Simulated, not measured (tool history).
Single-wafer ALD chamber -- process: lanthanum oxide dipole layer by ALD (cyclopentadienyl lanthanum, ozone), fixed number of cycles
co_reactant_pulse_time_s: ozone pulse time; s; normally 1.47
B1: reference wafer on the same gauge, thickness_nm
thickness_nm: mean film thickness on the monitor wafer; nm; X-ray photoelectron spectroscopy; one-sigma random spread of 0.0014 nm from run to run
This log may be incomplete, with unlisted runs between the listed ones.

Run 1, day 0.000: usual settings but co_reactant_pulse_time_s 1.24 s; B1 0.6. Result: thickness_nm 0.531 nm.
At day 0.200: gauge calibrated.
Run 2, day 0.392: usual settings but co_reactant_pulse_time_s 1.24 s; B1 0.6. Result: thickness_nm 0.534 nm.
Run 3, day 0.704: usual settings but co_reactant_pulse_time_s 1.24 s; B1 0.6. Result: thickness_nm 0.534 nm.
Run 4, day 1.146: usual settings but co_reactant_pulse_time_s 1.25 s; B1 0.6. Result: thickness_nm 0.533 nm.
Run 5, day 1.596: usual settings but co_reactant_pulse_time_s 1.27 s; B1 0.6. Result: thickness_nm 0.534 nm.
At day 2.533: thermocouple changed; heater temperature recalibrated.
Run 6, day 2.554: usual settings but co_reactant_pulse_time_s 1.27 s; B1 0.6. Result: thickness_nm 0.536 nm.
At day 2.967: showerhead replaced.
At day 2.979: ozone generator serviced.
Run 7, day 3.058: usual settings; B1 0.6. Result: thickness_nm 0.544 nm.
Run 8, day 3.792: usual settings but co_reactant_pulse_time_s 0.89 s; B1 0.6. Result: thickness_nm 0.509 nm.
Run 9, day 4.508: usual settings; B1 0.6. Result: thickness_nm 0.546 nm.
Run 10, day 5.025: usual settings but co_reactant_pulse_time_s 2.00 s; B1 0.6. Result: thickness_nm 0.560 nm.
At day 5.088: gauge calibrated.
Run 11, day 5.567: usual settings but co_reactant_pulse_time_s 1.24 s; B1 0.6. Result: thickness_nm 0.534 nm.
Run 12, day 6.092: usual settings but co_reactant_pulse_time_s 1.68 s; B1 0.6. Result: thickness_nm 0.553 nm.
Run 13, day 6.475: usual settings but co_reactant_pulse_time_s 1.62 s; B1 0.6. Result: thickness_nm 0.549 nm.
Run 14, day 7.212: usual settings but co_reactant_pulse_time_s 1.63 s; B1 0.6. Result: thickness_nm 0.551 nm.

Consider 4 possible next runs. They are alternatives, not a sequence: every one starts from the tool as it was left by run 14. What does each give?
Run A, day 7.229: usual settings; B1 ?. Result: thickness_nm ?.
Run B, day 7.229: usual settings but co_reactant_pulse_time_s 1.10 s; B1 ?. Result: thickness_nm ?.
Run C, day 7.229: usual settings but co_reactant_pulse_time_s 0.99 s; B1 ?. Result: thickness_nm ?.
Run D, day 7.229: usual settings but co_reactant_pulse_time_s 1.09 s; B1 ?. Result: thickness_nm ?.

run   B1  thickness_nm
  A  0.6         0.544
  B  0.6         0.525
  C  0.6         0.518
  D  0.6         0.525
With the hidden condition removed and each run's random variation left untouched, the same runs would have given:
run  thickness_nm
  A         0.544
  B         0.525
  C         0.518
  D         0.525
